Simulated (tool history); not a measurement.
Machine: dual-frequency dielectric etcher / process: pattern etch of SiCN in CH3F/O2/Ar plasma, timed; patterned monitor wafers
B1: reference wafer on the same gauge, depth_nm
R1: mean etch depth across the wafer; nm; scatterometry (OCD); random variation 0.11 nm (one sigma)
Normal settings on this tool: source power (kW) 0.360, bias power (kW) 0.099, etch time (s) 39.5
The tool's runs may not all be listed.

{"run": 1, "day": 0.0, "source power (kW)": 0.36, "bias power (kW)": 0.099, "etch time (s)": 45.5, "B1": 20.0, "R1": 20.17}
{"run": 2, "day": 3.2, "source power (kW)": 0.36, "bias power (kW)": 0.099, "etch time (s)": 45.5, "B1": 20.0, "R1": 20.4}
{"run": 3, "day": 6.225, "source power (kW)": 0.36, "bias power (kW)": 0.099, "etch time (s)": 39.5, "B1": 20.0, "R1": 17.92}
{"day": 8.267, "done": "wet clean of the chamber"}
{"run": 4, "day": 13.304, "source power (kW)": 0.36, "bias power (kW)": 0.099, "etch time (s)": 39.5, "B1": 19.99, "R1": 16.93}
{"run": 5, "day": 14.896, "source power (kW)": 0.36, "bias power (kW)": 0.099, "etch time (s)": 39.5, "B1": 20.01, "R1": 17.37}
{"run": 6, "day": 17.262, "source power (kW)": 0.36, "bias power (kW)": 0.087, "etch time (s)": 39.5, "B1": 19.97, "R1": 16.31}
{"run": 7, "day": 19.404, "source power (kW)": 0.36, "bias power (kW)": 0.087, "etch time (s)": 39.5, "B1": 20.01, "R1": 16.39}
{"run": 8, "day": 22.079, "source power (kW)": 0.36, "bias power (kW)": 0.087, "etch time (s)": 39.5, "B1": 19.98, "R1": 16.52}
{"day": 24.983, "done": "gauge calibrated"}
{"day": 30.517, "done": "upper electrode replaced"}
{"run": 9, "day": 30.538, "source power (kW)": 0.36, "bias power (kW)": 0.099, "etch time (s)": 39.5, "B1": 20.0, "R1": 17.51}
{"day": 32.133, "done": "wet clean of the chamber"}
{"run": 10, "day": 32.504, "source power (kW)": 0.36, "bias power (kW)": 0.108, "etch time (s)": 39.5, "B1": 19.98, "R1": 17.41}
{"run": 11, "day": 35.483, "source power (kW)": 0.36, "bias power (kW)": 0.099, "etch time (s)": 47.5, "B1": 20.02, "R1": 20.36}
{"run": 12, "day": 37.554, "source power (kW)": 0.36, "bias power (kW)": 0.086, "etch time (s)": 36.0, "B1": 20.02, "R1": 14.6}
{"run": 13, "day": 39.308, "source power (kW)": 0.36, "bias power (kW)": 0.099, "etch time (s)": 39.5, "B1": 20.0, "R1": 17.22}
{"day": 40.738, "done": "source power generator calibrated"}
{"day": 41.933, "done": "bias power generator calibrated"}
{"run": 14, "day": 50.288, "source power (kW)": 0.43, "bias power (kW)": 0.077, "etch time (s)": 47.0, "B1": 19.98, "R1": 19.88}
{"run": 15, "day": 52.017, "source power (kW)": 0.44, "bias power (kW)": 0.109, "etch time (s)": 34.0, "B1": 20.02, "R1": 16.26}
{"run": 16, "day": 54.971, "source power (kW)": 0.36, "bias power (kW)": 0.099, "etch time (s)": 34.5, "B1": 20.01, "R1": 15.31}
{"day": 57.925, "done": "wet clean of the chamber"}
{"run": 17, "day": 57.946, "source power (kW)": 0.36, "bias power (kW)": 0.099, "etch time (s)": 33.5, "B1": 20.0, "R1": 14.49}
{"run": 18, "day": 61.45, "source power (kW)": 0.36, "bias power (kW)": 0.099, "etch time (s)": 39.5, "B1": 20.02, "R1": 17.02}

4 ways to go on from here, each from the tool as it stands after run 18. What would each give?
{"run": "A", "day": 61.467, "source power (kW)": 0.36, "bias power (kW)": 0.099, "etch time (s)": 39.5, "B1": "?", "R1": "?"}
{"run": "B", "day": 61.467, "source power (kW)": 0.39, "bias power (kW)": 0.099, "etch time (s)": 39.5, "B1": "?", "R1": "?"}
{"run": "C", "day": 61.467, "source power (kW)": 0.28, "bias power (kW)": 0.111, "etch time (s)": 49.0, "B1": "?", "R1": "?"}
{"run": "D", "day": 61.467, "source power (kW)": 0.33, "bias power (kW)": 0.081, "etch time (s)": 32.5, "B1": "?", "R1": "?"}

run=A B1=20.01 R1=17.34
run=B B1=20.01 R1=17.67
run=C B1=20.01 R1=21.20
run=D B1=20.01 R1=13.06
Without the tool's unlogged condition, the same runs would have read:
run=A R1=17.11
run=B R1=17.43
run=C R1=20.91
run=D R1=12.89
